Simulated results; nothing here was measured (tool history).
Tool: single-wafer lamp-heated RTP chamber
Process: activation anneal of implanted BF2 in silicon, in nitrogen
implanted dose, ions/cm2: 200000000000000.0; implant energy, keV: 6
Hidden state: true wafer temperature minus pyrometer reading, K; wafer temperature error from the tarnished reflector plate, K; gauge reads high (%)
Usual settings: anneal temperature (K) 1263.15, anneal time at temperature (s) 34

run	hour	anneal temperature (K)	anneal time at temperature (s)	wafers since the last listed run	wafers since the last pyrometer calibration	wafers since the reflector plate was cleaned	hours since the gauge calibration	read-back reference wafer on the same gauge, sheet resistance	sheet resistance of the implanted and annealed layer (ohm/square)
1	0.0	1263.15	47	0	2833	5914	253.6	695.20	611.05
# hour 14.1: pyrometer window cleaned and pyrometer calibrated
2	87.8	1263.15	34	1043	963	6957	341.4	694.97	638.32
3	176.9	1263.15	34	1164	2128	8122	430.5	695.64	631.58
4	205.5	1263.15	34	373	2502	8496	459.1	694.68	630.33
# hour 240.7: pyrometer window cleaned and pyrometer calibrated
# hour 241.3: reflector plate cleaned
5	241.8	1263.15	34	361	6	6	495.4	694.58	635.66
6	262.7	1244.15	34	273	279	279	516.3	694.96	673.23
7	285.6	1244.15	34	299	578	578	539.2	695.02	676.07
8	299.7	1245.15	34	184	763	763	553.3	695.10	667.59
9	328.3	1245.15	34	373	1137	1137	581.9	694.73	670.21
10	361.3	1245.15	34	431	1568	1568	614.9	695.47	662.88
11	390.9	1263.15	48	386	1955	1955	644.5	695.37	613.97
12	422.1	1263.15	48	407	2363	2363	675.7	695.56	611.00
13	446.3	1263.15	34	316	2679	2679	699.9	695.53	628.12
14	475.5	1263.15	34	381	3061	3061	729.1	695.75	618.05
# hour 514.7: pyrometer window cleaned and pyrometer calibrated
15	570.2	1263.15	34	1133	725	4195	823.8	693.78	643.17
16	596.3	1263.15	42	341	1067	4536	849.9	695.76	629.97
17	622.2	1263.15	34	338	1405	4875	875.8	695.15	638.96
18	640.8	1287.15	25	243	1648	5118	894.4	694.62	612.92
# hour 650.6: gauge calibrated
19	662.8	1274.15	50	287	1936	5405	12.2	695.65	593.06
20	693.1	1253.15	24	396	2332	5802	42.5	694.41	661.16
21	725.4	1242.15	21	422	2754	6224	74.8	694.77	683.25
22	758.7	1263.15	34	435	3190	6659	108.1	695.86	619.54
# hour 779.3: pyrometer window cleaned and pyrometer calibrated
23	779.8	1280.15	21	171	6	6830	129.2	695.78	635.76
24	789.5	1240.15	51	126	132	6957	138.9	695.35	665.14
25	819.6	1239.15	45	393	526	7351	169.0	694.63	670.05
26	835.9	1246.15	26	213	739	7564	185.3	695.11	683.68
27	854.1	1283.15	19	237	977	7802	203.5	695.58	631.13
28	880.9	1275.15	54	350	1327	8152	230.3	694.33	597.19
29	912.0	1263.15	34	406	1734	8559	261.4	695.19	636.49
30	945.1	1285.15	16	432	2167	8992	294.5	695.59	623.97
31	957.2	1238.15	20	158	2325	9150	306.6	694.68	696.25

Run 32 comes next. What will it give?
32	985.5	1263.15	34	370	2695	9520	334.9	?	?

Run 32 gave read-back reference wafer on the same gauge, sheet resistance 694.18, sheet resistance of the implanted and annealed layer (ohm/square) 628.38.
Without the tool's hidden state the same run would have given sheet resistance of the implanted and annealed layer (ohm/square) 641.35.
